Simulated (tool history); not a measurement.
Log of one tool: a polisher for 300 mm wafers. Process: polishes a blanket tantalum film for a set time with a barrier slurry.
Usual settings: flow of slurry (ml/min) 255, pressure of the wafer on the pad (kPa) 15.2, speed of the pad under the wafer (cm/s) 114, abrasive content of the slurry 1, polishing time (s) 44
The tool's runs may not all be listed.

run,hour,flow of slurry (ml/min),pressure of the wafer on the pad (kPa),speed of the pad under the wafer (cm/s),abrasive content of the slurry,polishing time (s),"incoming thickness of the incoming film, nm",film removed (angstrom)
1,0,235,15.2,114,1,44,267.3,733
# hour 14.9: slurry blender recalibrated
# hour 20.4: worn pad replaced by a new one
2,22.7,235,15.2,114,1,44,271.4,803
3,52.3,235,15.2,114,1,44,270.2,771
4,84,255,11.7,114,1,44,270,624
5,108.5,255,11.7,114,1,44,271.2,615
6,130.4,255,11.7,114,1,44,268.9,613
# hour 180.5: worn pad replaced by a new one
7,236.6,255,15.2,114,1,40,272.1,651
# hour 243.8: slurry blender recalibrated
8,270.7,255,15.2,114,1,40,270.5,715
9,302.3,195,15.2,114,1,44,270,736
10,330.1,195,15.2,114,1,44,272.9,725
# hour 344.5: worn pad replaced by a new one
11,346.8,195,15.2,114,1,44,274.9,706
12,360.2,255,15.2,114,1,44,274.1,740
13,376.5,255,15.2,114,1,44,271,728
# hour 409.2: head pressure recalibrated
14,423.6,255,15.2,114,1,44,264.5,733
# hour 446.4: slurry blender recalibrated
15,455.4,255,15.2,76,1,44,270.5,519
16,481,255,15.2,114,0.75,44,268.3,642
# hour 497.6: slurry nozzle cleaned
# hour 499.3: worn pad replaced by a new one
17,501.6,220,11.7,114,0.9,39,270.6,528
18,514.7,255,20,138,1,44,273.5,1180
19,540.4,170,11.7,114,1,57,269.2,771
20,573,255,15.2,114,1,44,271.8,751
21,607,195,15.2,114,1,44,265.5,725
# hour 648.9: worn pad replaced by a new one
# hour 650.2: slurry blender recalibrated
22,650.7,340,20,82,1,44,271.5,760
23,679.1,220,15.2,154,1.25,30,273.7,782
24,707.8,255,15.2,114,1,44,267,772
25,739.6,205,11.7,114,1.25,31,269.5,464
26,759,230,17.9,80,1,53,270.8,715
27,771.3,255,15.2,114,1,44,267,743
28,795.3,325,15.2,114,1,36,270.3,616
# hour 817.4: worn pad replaced by a new one
29,822.3,255,20,88,1,49,273.4,789

Forecast each of these 5 alternatives for the next run:
A,822.7,255,15.2,142,1,44,268,?
B,822.7,255,12.4,114,1.25,44,268,?
C,822.7,335,15.2,114,1,44,268,?
D,822.7,255,15.2,140,1,44,268,?
E,822.7,165,15.2,114,1,56,268,?

run,film removed (angstrom)
A,919
B,700
C,760
D,906
E,880
Without the tool's hidden state the same runs would have given:
run,film removed (angstrom)
A,1043
B,776
C,859
D,1029
E,1007

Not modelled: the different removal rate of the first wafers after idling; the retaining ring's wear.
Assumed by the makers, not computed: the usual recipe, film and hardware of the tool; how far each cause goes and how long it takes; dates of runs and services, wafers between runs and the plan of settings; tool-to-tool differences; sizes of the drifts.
